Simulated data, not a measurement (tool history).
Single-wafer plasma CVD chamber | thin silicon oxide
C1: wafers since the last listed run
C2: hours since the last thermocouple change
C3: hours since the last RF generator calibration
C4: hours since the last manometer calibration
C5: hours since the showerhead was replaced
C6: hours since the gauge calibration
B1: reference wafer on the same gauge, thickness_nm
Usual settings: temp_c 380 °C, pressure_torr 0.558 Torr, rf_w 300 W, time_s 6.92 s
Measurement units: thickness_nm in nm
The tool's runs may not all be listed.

run 1 day=0 | temp_c=380 pressure_torr=0.558 rf_w=300 time_s=6.92 | C1=0 C2=1364.1 C3=1809.4 C4=541 C5=5205.8 C6=350.3 | B1=9.335 | thickness_nm=8.813
run 2 day=1.458 | temp_c=380 pressure_torr=0.558 rf_w=300 time_s=6.92 | C1=608 C2=1399.1 C3=1844.4 C4=576 C5=5240.8 C6=385.3 | B1=9.362 | thickness_nm=8.911
run 3 day=2.429 | temp_c=380 pressure_torr=0.558 rf_w=300 time_s=6.92 | C1=404 C2=1422.4 C3=1867.7 C4=599.3 C5=5264.1 C6=408.6 | B1=9.36 | thickness_nm=8.746
run 4 day=3.25 | temp_c=380 pressure_torr=0.558 rf_w=300 time_s=6.92 | C1=342 C2=1442.1 C3=1887.4 C4=619 C5=5283.8 C6=428.3 | B1=9.336 | thickness_nm=8.886
run 5 day=4.138 | temp_c=380 pressure_torr=0.558 rf_w=300 time_s=6.4 | C1=370 C2=1463.4 C3=1908.7 C4=640.3 C5=5305.1 C6=449.6 | B1=9.349 | thickness_nm=8.233
run 6 day=5.1 | temp_c=380 pressure_torr=0.558 rf_w=300 time_s=6.92 | C1=401 C2=1486.5 C3=1931.8 C4=663.4 C5=5328.2 C6=472.7 | B1=9.352 | thickness_nm=8.82
run 7 day=5.867 | temp_c=380 pressure_torr=0.558 rf_w=300 time_s=6.92 | C1=319 C2=1504.9 C3=1950.2 C4=681.8 C5=5346.6 C6=491.1 | B1=9.35 | thickness_nm=8.841
run 8 day=7.204 | temp_c=380 pressure_torr=0.558 rf_w=300 time_s=6.92 | C1=557 C2=1537 C3=1982.3 C4=713.9 C5=5378.7 C6=523.2 | B1=9.361 | thickness_nm=8.78
run 9 day=8.167 | temp_c=380 pressure_torr=0.558 rf_w=300 time_s=6.92 | C1=401 C2=1560.1 C3=2005.4 C4=737 C5=5401.8 C6=546.3 | B1=9.348 | thickness_nm=8.766
run 10 day=8.742 | temp_c=380 pressure_torr=0.558 rf_w=300 time_s=6.92 | C1=239 C2=1573.9 C3=2019.2 C4=750.8 C5=5415.6 C6=560.1 | B1=9.354 | thickness_nm=8.781
run 11 day=9.533 | temp_c=380 pressure_torr=0.558 rf_w=300 time_s=6.92 | C1=330 C2=1592.9 C3=2038.2 C4=769.8 C5=5434.6 C6=579.1 | B1=9.325 | thickness_nm=8.835
run 12 day=10.246 | temp_c=380 pressure_torr=0.558 rf_w=300 time_s=6.92 | C1=297 C2=1610 C3=2055.3 C4=786.9 C5=5451.7 C6=596.2 | B1=9.343 | thickness_nm=8.855
-- day=10.992 RF generator calibrated
run 13 day=11.012 | temp_c=380 pressure_torr=0.558 rf_w=300 time_s=6.92 | C1=180 C2=1628.4 C3=0.5 C4=805.3 C5=5470.1 C6=614.6 | B1=9.342 | thickness_nm=8.846
run 14 day=11.725 | temp_c=380 pressure_torr=0.558 rf_w=300 time_s=6.92 | C1=297 C2=1645.5 C3=17.6 C4=822.4 C5=5487.2 C6=631.7 | B1=9.319 | thickness_nm=8.863
run 15 day=12.467 | temp_c=385 pressure_torr=0.558 rf_w=300 time_s=6.92 | C1=309 C2=1663.3 C3=35.4 C4=840.2 C5=5505 C6=649.5 | B1=9.337 | thickness_nm=8.79
run 16 day=13.242 | temp_c=380 pressure_torr=0.558 rf_w=300 time_s=6.92 | C1=323 C2=1681.9 C3=54 C4=858.8 C5=5523.6 C6=668.1 | B1=9.342 | thickness_nm=8.792

For run 17, what comes out?
-- day=13.854 showerhead replaced
run 17 day=13.996 | temp_c=380 pressure_torr=0.558 rf_w=245 time_s=6.92 | C1=175 C2=1700 C3=72.1 C4=876.9 C5=3.4 C6=686.2 | B1=? | thickness_nm=?

B1: 9.347
thickness_nm: 8.152 nm
On a tool with no hidden condition, and with the same random variation, this run would have come out at thickness_nm 8.152 nm.
